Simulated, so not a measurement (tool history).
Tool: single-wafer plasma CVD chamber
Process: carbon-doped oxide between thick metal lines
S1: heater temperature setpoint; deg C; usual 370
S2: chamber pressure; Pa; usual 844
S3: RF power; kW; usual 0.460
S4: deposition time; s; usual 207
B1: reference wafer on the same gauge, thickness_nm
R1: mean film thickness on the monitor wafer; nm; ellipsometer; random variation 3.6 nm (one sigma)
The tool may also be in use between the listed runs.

Run 1, hour 0.0: usual settings; B1 802.402. Result: R1 787.167 nm.
Run 2, hour 17.3: usual settings but S4 186 s; B1 803.474. Result: R1 706.424 nm.
Run 3, hour 27.4: usual settings but S4 186 s; B1 802.878. Result: R1 706.770 nm.
Run 4, hour 42.9: usual settings but S4 186 s; B1 802.999. Result: R1 709.189 nm.
At hour 57.3: capacitance manometer re-zeroed and calibrated.
Run 5, hour 57.8: usual settings but S1 377 deg C; B1 802.710. Result: R1 774.207 nm.
Run 6, hour 68.7: usual settings but S2 687 Pa; B1 802.355. Result: R1 769.092 nm.
Run 7, hour 75.4: usual settings but S1 380 deg C, S3 0.405 kW, S4 244 s; B1 802.987. Result: R1 788.156 nm.
Run 8, hour 89.3: usual settings but S2 983 Pa, S4 225 s; B1 802.872. Result: R1 863.641 nm.
At hour 100.9: showerhead replaced, of another model than before.
Run 9, hour 104.6: usual settings but S2 967 Pa, S4 195 s; B1 802.249. Result: R1 790.767 nm.
Run 10, hour 120.8: usual settings but S1 376 deg C, S2 957 Pa, S3 0.510 kW, S4 183 s; B1 803.210. Result: R1 778.984 nm.
Run 11, hour 132.2: usual settings but S1 374 deg C; B1 803.588. Result: R1 824.040 nm.
Run 12, hour 148.0: usual settings; B1 802.905. Result: R1 833.560 nm.
At hour 158.3: thermocouple changed; heater temperature recalibrated.
Run 13, hour 158.6: usual settings but S1 360 deg C, S3 0.525 kW; B1 802.578. Result: R1 905.456 nm.
At hour 178.5: RF generator calibrated.
Run 14, hour 179.0: usual settings but S4 178 s; B1 802.435. Result: R1 741.811 nm.
Run 15, hour 185.0: usual settings; B1 803.162. Result: R1 878.102 nm.
Run 16, hour 202.2: usual settings; B1 802.925. Result: R1 872.273 nm.
Run 17, hour 209.3: usual settings but S4 196 s; B1 803.373. Result: R1 821.035 nm.
At hour 218.8: gauge calibrated.
Run 18, hour 242.0: usual settings but S1 377 deg C, S3 0.375 kW, S4 170 s; B1 803.425. Result: R1 640.211 nm.
Run 19, hour 255.3: usual settings but S1 384 deg C; B1 802.074. Result: R1 843.672 nm.
Run 20, hour 268.8: usual settings but S4 240 s; B1 802.715. Result: R1 1006.832 nm.
Run 21, hour 285.9: usual settings but S4 232 s; B1 803.044. Result: R1 977.873 nm.

Forecast run 22:
Run 22, hour 292.6: usual settings; B1 ?. Result: R1 ?.

B1: 803.074
R1: 862.920 nm
Without the tool's hidden state the same run would have given R1 867.583 nm.
